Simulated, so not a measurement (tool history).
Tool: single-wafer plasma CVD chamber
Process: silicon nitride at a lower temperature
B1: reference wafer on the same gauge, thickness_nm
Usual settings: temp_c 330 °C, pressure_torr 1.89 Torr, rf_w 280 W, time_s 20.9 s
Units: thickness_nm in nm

Run 1, hour 0.0: usual settings but time_s 17.9 s; B1 25.513. Result: thickness_nm 20.600 nm.
Run 2, hour 26.9: usual settings but time_s 17.9 s; B1 25.492. Result: thickness_nm 20.681 nm.
Run 3, hour 45.5: usual settings but temp_c 318 °C, rf_w 265 W; B1 25.507. Result: thickness_nm 23.478 nm.
Run 4, hour 59.1: usual settings but temp_c 318 °C, rf_w 265 W; B1 25.504. Result: thickness_nm 23.484 nm.
Run 5, hour 79.1: usual settings but temp_c 318 °C, rf_w 265 W; B1 25.507. Result: thickness_nm 23.356 nm.
Run 6, hour 112.4: usual settings; B1 25.495. Result: thickness_nm 24.070 nm.
Run 7, hour 128.3: usual settings; B1 25.504. Result: thickness_nm 24.195 nm.
Run 8, hour 163.8: usual settings; B1 25.490. Result: thickness_nm 24.016 nm.
Run 9, hour 183.3: usual settings; B1 25.512. Result: thickness_nm 24.048 nm.
Run 10, hour 196.7: usual settings; B1 25.500. Result: thickness_nm 24.135 nm.
At hour 228.5: thermocouple changed; heater temperature recalibrated.
Run 11, hour 229.0: usual settings; B1 25.514. Result: thickness_nm 24.136 nm.
At hour 251.1: RF generator calibrated.
Run 12, hour 251.6: usual settings but temp_c 319 °C, time_s 17.9 s; B1 25.501. Result: thickness_nm 21.732 nm.
Run 13, hour 277.5: usual settings; B1 25.502. Result: thickness_nm 25.255 nm.
At hour 303.3: showerhead replaced.
Run 14, hour 303.8: usual settings; B1 25.496. Result: thickness_nm 25.268 nm.
At hour 318.5: capacitance manometer re-zeroed and calibrated.
Run 15, hour 331.2: usual settings but temp_c 321 °C, pressure_torr 1.47 Torr, rf_w 315 W, time_s 18.9 s; B1 25.495. Result: thickness_nm 22.908 nm.
Run 16, hour 353.2: usual settings; B1 25.505. Result: thickness_nm 25.114 nm.
Run 17, hour 413.8: usual settings but pressure_torr 1.75 Torr, rf_w 235 W; B1 25.506. Result: thickness_nm 21.899 nm.
Run 18, hour 426.1: usual settings but temp_c 326 °C; B1 25.490. Result: thickness_nm 25.080 nm.
Run 19, hour 438.8: usual settings but temp_c 319 °C, rf_w 230 W; B1 25.493. Result: thickness_nm 22.227 nm.
Run 20, hour 465.6: usual settings; B1 25.498. Result: thickness_nm 24.972 nm.
At hour 467.8: gauge calibrated.
Run 21, hour 482.3: usual settings but temp_c 339 °C, rf_w 300 W; B1 25.475. Result: thickness_nm 25.809 nm.
Run 22, hour 510.6: usual settings but temp_c 316 °C, time_s 18.3 s; B1 25.499. Result: thickness_nm 21.966 nm.
Run 23, hour 532.1: usual settings; B1 25.509. Result: thickness_nm 24.831 nm.
Run 24, hour 544.4: usual settings but temp_c 323 °C, rf_w 240 W, time_s 23.6 s; B1 25.511. Result: thickness_nm 25.549 nm.
Run 25, hour 611.5: usual settings but time_s 17.9 s; B1 25.486. Result: thickness_nm 21.128 nm.
Run 26, hour 641.3: usual settings but pressure_torr 1.65 Torr, rf_w 325 W; B1 25.483. Result: thickness_nm 26.001 nm.

The same runs without the tool's hidden state, with the same run-to-run variation:
The hidden state here: wafer temperature above the value expected at the setpoint (K); delivered RF power above the setpoint (%); true pressure above the setpoint (%); gauge reads high (%).
run  thickness_nm
  1        21.641
  2        21.730
  3        24.689
  4        24.697
  5        24.566
  6        25.306
  7        25.441
  8        25.257
  9        25.294
 10        25.387
 11        25.393
 12        21.811
 13        25.395
 14        25.456
 15        23.116
 16        25.384
 17        22.230
 18        25.464
 19        22.597
 20        25.412
 21        26.287
 22        22.409
 23        25.360
 24        26.127
 25        21.663
 26        26.669
